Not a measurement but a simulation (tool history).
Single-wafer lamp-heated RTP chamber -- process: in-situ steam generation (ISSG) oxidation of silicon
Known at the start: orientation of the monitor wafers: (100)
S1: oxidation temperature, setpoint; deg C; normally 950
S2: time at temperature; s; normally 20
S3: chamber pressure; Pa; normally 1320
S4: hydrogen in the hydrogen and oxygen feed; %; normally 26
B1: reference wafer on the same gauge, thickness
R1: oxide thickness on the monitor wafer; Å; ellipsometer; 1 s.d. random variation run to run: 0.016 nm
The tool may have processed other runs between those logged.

| run | day | S1 | S2 | S3 | S4 | B1 | R1 |
|---|---|---|---|---|---|---|---|
| 1 | 0 | 950 | 20 | 1320 | 26 | 3.757 | 43.8 |
| 2 | 0.996 | 950 | 20 | 1320 | 26 | 3.763 | 43.99 |
| 3 | 1.867 | 950 | 20 | 1320 | 26 | 3.758 | 44.32 |
| 4 | 2.771 | 950 | 20 | 1320 | 26 | 3.763 | 44.27 |
| 5 | 3.779 | 950 | 20 | 1320 | 26 | 3.759 | 44.12 |
| 6 | 5.058 | 950 | 20 | 1320 | 26 | 3.763 | 44.5 |
| 7 | 5.612 | 950 | 20 | 1320 | 26 | 3.76 | 44.24 |
| 8 | 6.133 | 950 | 20 | 1320 | 26 | 3.763 | 44.43 |
| 9 | 7.154 | 950 | 20 | 1160 | 26 | 3.759 | 45.38 |
| 10 | 7.908 | 940 | 20 | 1320 | 26 | 3.757 | 42.88 |
| 11 | 8.833 | 950 | 20 | 1320 | 26 | 3.758 | 44.47 |
|  | 9.671 | gauge calibrated |
|  | 10.029 | pyrometer window cleaned and pyrometer calibrated |
| 12 | 10.05 | 950 | 20 | 1320 | 26 | 3.76 | 43.7 |
| 13 | 10.429 | 950 | 20 | 1320 | 26 | 3.76 | 43.85 |
|  | 10.858 | pressure gauge zeroed |
| 14 | 11.067 | 950 | 20 | 1320 | 26 | 3.759 | 43.88 |
| 15 | 12.329 | 950 | 20 | 1360 | 29 | 3.756 | 44.92 |
| 16 | 12.908 | 950 | 16 | 1360 | 26 | 3.754 | 40.28 |

For run 17, what comes out?
| 17 | 13.583 | 950 | 20 | 1320 | 26 | ? | ? |

{"run 17": {"B1": 3.762, "R1": 44.07}}
Were there no unlogged condition in the tool, this run, its random variation unchanged, would have produced R1 43.45 Å.
